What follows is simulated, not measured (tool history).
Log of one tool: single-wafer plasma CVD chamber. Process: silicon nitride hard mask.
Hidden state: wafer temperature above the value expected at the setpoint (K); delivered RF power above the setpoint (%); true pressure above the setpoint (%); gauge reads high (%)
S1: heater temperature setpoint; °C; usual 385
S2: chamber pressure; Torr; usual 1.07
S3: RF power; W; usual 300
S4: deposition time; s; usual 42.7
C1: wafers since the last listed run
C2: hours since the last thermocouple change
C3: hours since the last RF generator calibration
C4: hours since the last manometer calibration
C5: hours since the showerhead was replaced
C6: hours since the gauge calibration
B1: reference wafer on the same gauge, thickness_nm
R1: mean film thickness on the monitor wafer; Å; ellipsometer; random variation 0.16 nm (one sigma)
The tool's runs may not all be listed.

| run | hour | S1 | S2 | S3 | S4 | C1 | C2 | C3 | C4 | C5 | C6 | B1 | R1 |
|---|---|---|---|---|---|---|---|---|---|---|---|---|---|
| 1 | 0 | 385 | 1.18 | 300 | 42.7 | 0 | 792.5 | 1759.6 | 1215.9 | 2972.3 | 469.7 | 39.816 | 433.56 |
| 2 | 52.4 | 385 | 1.18 | 300 | 42.7 | 1106 | 844.9 | 1812 | 1268.3 | 3024.7 | 522.1 | 39.776 | 431.99 |
| 3 | 100.1 | 385 | 1.07 | 300 | 42.7 | 1007 | 892.6 | 1859.7 | 1316 | 3072.4 | 569.8 | 39.776 | 422.71 |
| 4 | 240.7 | 385 | 1.07 | 300 | 42.7 | 2970 | 1033.2 | 2000.3 | 1456.6 | 3213 | 710.4 | 39.792 | 422.48 |
| 5 | 285.2 | 385 | 1.07 | 300 | 42.7 | 940 | 1077.7 | 2044.8 | 1501.1 | 3257.5 | 754.9 | 39.797 | 422.29 |
| 6 | 345.6 | 385 | 1.07 | 300 | 42.7 | 1275 | 1138.1 | 2105.2 | 1561.5 | 3317.9 | 815.3 | 39.784 | 424.89 |
|  | 364.4 | RF generator calibrated |
| 7 | 405.1 | 385 | 1.07 | 300 | 42.7 | 1087 | 1197.6 | 40.7 | 1621 | 3377.4 | 874.8 | 39.81 | 413.07 |
| 8 | 465.4 | 385 | 1.07 | 300 | 42.7 | 1273 | 1257.9 | 101 | 1681.3 | 3437.7 | 935.1 | 39.813 | 406.71 |
| 9 | 495.1 | 385 | 1.07 | 300 | 42.7 | 627 | 1287.6 | 130.7 | 1711 | 3467.4 | 964.8 | 39.784 | 407.37 |
| 10 | 523.4 | 385 | 1.18 | 300 | 42.7 | 597 | 1315.9 | 159 | 1739.3 | 3495.7 | 993.1 | 39.799 | 419.6 |
|  | 546 | RF generator calibrated, repeated, since the last time left the tool worse |
| 11 | 559.6 | 385 | 1.07 | 300 | 42.7 | 595 | 1352.1 | 13.6 | 1775.5 | 3531.9 | 1029.3 | 39.815 | 433.55 |
|  | 580.7 | gauge calibrated |
| 12 | 605.5 | 376 | 0.92 | 300 | 42.7 | 969 | 1398 | 59.5 | 1821.4 | 3577.8 | 24.8 | 39.769 | 420.83 |
|  | 654 | showerhead replaced |
| 13 | 671.9 | 385 | 1.07 | 300 | 42.7 | 1233 | 1464.4 | 125.9 | 1887.8 | 17.9 | 91.2 | 39.819 | 430.36 |
|  | 704.5 | capacitance manometer re-zeroed and calibrated |
| 14 | 705.8 | 379 | 1.07 | 265 | 42.7 | 547 | 1498.3 | 159.8 | 1.3 | 51.8 | 125.1 | 39.83 | 402.07 |
|  | 745.3 | thermocouple changed; heater temperature recalibrated |
| 15 | 775.4 | 399 | 1.07 | 265 | 39.9 | 1301 | 30.1 | 229.4 | 70.9 | 121.4 | 194.7 | 39.782 | 371.48 |
| 16 | 920.2 | 399 | 1.21 | 325 | 35.6 | 3058 | 174.9 | 374.2 | 215.7 | 266.2 | 339.5 | 39.801 | 380.23 |
| 17 | 955.5 | 385 | 1.07 | 270 | 45 | 745 | 210.2 | 409.5 | 251 | 301.5 | 374.8 | 39.784 | 426.16 |
| 18 | 982 | 377 | 1.27 | 300 | 50.3 | 559 | 236.7 | 436 | 277.5 | 328 | 401.3 | 39.779 | 522.64 |

Hidden state or all else? Some run-to-run changes of R1, split into what the settings, what came in and random variation would give without the hidden state, and what is left for the hidden state (with any gauge scatter that isn't in both results):
Run 10 -> 11: S2 1.18 -> 1.07, RF generator calibrated, repeated, since the last time left the tool worse. R1 +13.95 Å: hidden state +24.57, all else -10.62.
Run 17 -> 18: S1 385 -> 377, S2 1.07 -> 1.27, S3 270 -> 300, S4 45 -> 50.3. R1 +96.48 Å: hidden state -1.7, all else +98.18.
